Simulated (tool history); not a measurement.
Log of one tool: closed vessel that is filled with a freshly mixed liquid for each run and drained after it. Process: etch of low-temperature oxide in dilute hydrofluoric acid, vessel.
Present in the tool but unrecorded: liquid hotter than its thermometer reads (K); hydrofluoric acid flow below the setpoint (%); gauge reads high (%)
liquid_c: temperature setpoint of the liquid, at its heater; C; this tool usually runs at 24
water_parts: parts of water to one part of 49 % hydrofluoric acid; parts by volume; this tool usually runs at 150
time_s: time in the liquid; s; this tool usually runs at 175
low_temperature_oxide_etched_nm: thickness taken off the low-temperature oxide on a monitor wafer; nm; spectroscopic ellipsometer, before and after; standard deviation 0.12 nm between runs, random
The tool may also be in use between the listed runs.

run,hour,liquid_c,water_parts,time_s,wafers since the last listed run,hours since the thermometer was replaced,hours since the hydrofluoric acid flow meter was replaced,hours since the gauge calibration,"read-back film thickness of the low-temperature oxide reference wafer, read on the same gauge (nm)",low_temperature_oxide_etched_nm
1,0,24,150,175,0,2323.3,324.5,575.9,100.02,32.02
2,64.1,27,150,175,6930,2387.4,388.6,640,100.01,36.08
3,105.7,27,150,175,4497,2429,430.2,681.6,100,36.2
4,210.5,24,150,175,11330,2533.8,535,786.4,99.99,32.38
5,294.4,24,150,175,9071,2617.7,618.9,870.3,99.98,32.23
# hour 483.9: hydrofluoric acid flow meter replaced
6,588,24,150,175,31635,2911.3,104.1,1163.9,99.99,32.38
7,657.8,24,150,175,7546,2981.1,173.9,1233.7,99.97,32.31
8,714.7,24,150,175,6152,3038,230.8,1290.6,100,32.54
9,759.6,21,150,235,4854,3082.9,275.7,1335.5,100.01,38.85
# hour 761.7: thermometer replaced
10,847.4,22,150,175,9384,85.7,363.5,1423.3,100,29.23
11,924.9,24,100,215,8379,163.2,441,1500.8,99.99,61.12
12,994.7,26.5,150,250,7546,233,510.8,1570.6,100.04,49.09
13,1041.6,19.5,150,265,5070,279.9,557.7,1617.5,100.06,39.9
14,1095.6,24,150,175,5838,333.9,611.7,1671.5,99.98,31.48
15,1177.1,24,150,125,8811,415.4,693.2,1753,100,22.59
# hour 1262.1: hydrofluoric acid flow meter replaced
16,1279,24,215,100,10909,517.3,16.9,1854.9,99.97,11.64
17,1383.8,27.5,150,125,11330,622.1,121.7,1959.7,99.96,25.68
18,1479,19,85,270,10293,717.3,216.9,2054.9,100.01,76.18
19,1564,22.5,150,175,9190,802.3,301.9,2139.9,99.98,29.94
# hour 1591.2: gauge calibrated
20,1658,24,150,175,10163,896.3,395.9,66.8,100.02,31.83
21,1729.6,28.5,120,140,7741,967.9,467.5,138.4,99.98,38.91
22,1787.9,19,150,95,6303,1026.2,525.8,196.7,100,14.24
23,1848.7,26,180,225,6573,1087,586.6,257.5,100.04,35.26
24,1935.8,24,150,175,9417,1174.1,673.7,344.6,100.01,31.46
25,2020.6,24,175,145,9168,1258.9,758.5,429.4,100,21.84
# hour 2044.6: hydrofluoric acid flow meter replaced
26,2111.1,20,105,120,9676,1349.4,66.5,519.9,99.99,27.98
27,2150.8,19,200,175,4292,1389.1,106.2,559.6,100.01,18.65
28,2256.7,22.5,100,115,11449,1495,212.1,665.5,99.97,31.53
29,2293.7,24,150,175,4000,1532,249.1,702.5,100,31.77
30,2397,24,150,175,11168,1635.3,352.4,805.8,100,31.6
31,2460.5,24,115,235,6865,1698.8,415.9,869.3,100.03,58.52

Table of differences, measured result less the result of that run with no hidden state. Run-to-run variation is the same in both. Gauge scatter possibly is not:
run,low_temperature_oxide_etched_nm
1,+0.85
2,+0.96
3,+0.98
4,+0.93
5,+0.96
6,+1.06
7,+1.07
8,+1.11
9,+1.38
10,+0.04
11,+0.12
12,+0.12
13,+0.14
14,+0.12
15,+0.1
16,+0.06
17,+0.17
18,+0.67
19,+0.27
20,+0.32
21,+0.4
22,+0.16
23,+0.4
24,+0.39
25,+0.3
26,+0.43
27,+0.28
28,+0.52
29,+0.52
30,+0.55
31,+1.08

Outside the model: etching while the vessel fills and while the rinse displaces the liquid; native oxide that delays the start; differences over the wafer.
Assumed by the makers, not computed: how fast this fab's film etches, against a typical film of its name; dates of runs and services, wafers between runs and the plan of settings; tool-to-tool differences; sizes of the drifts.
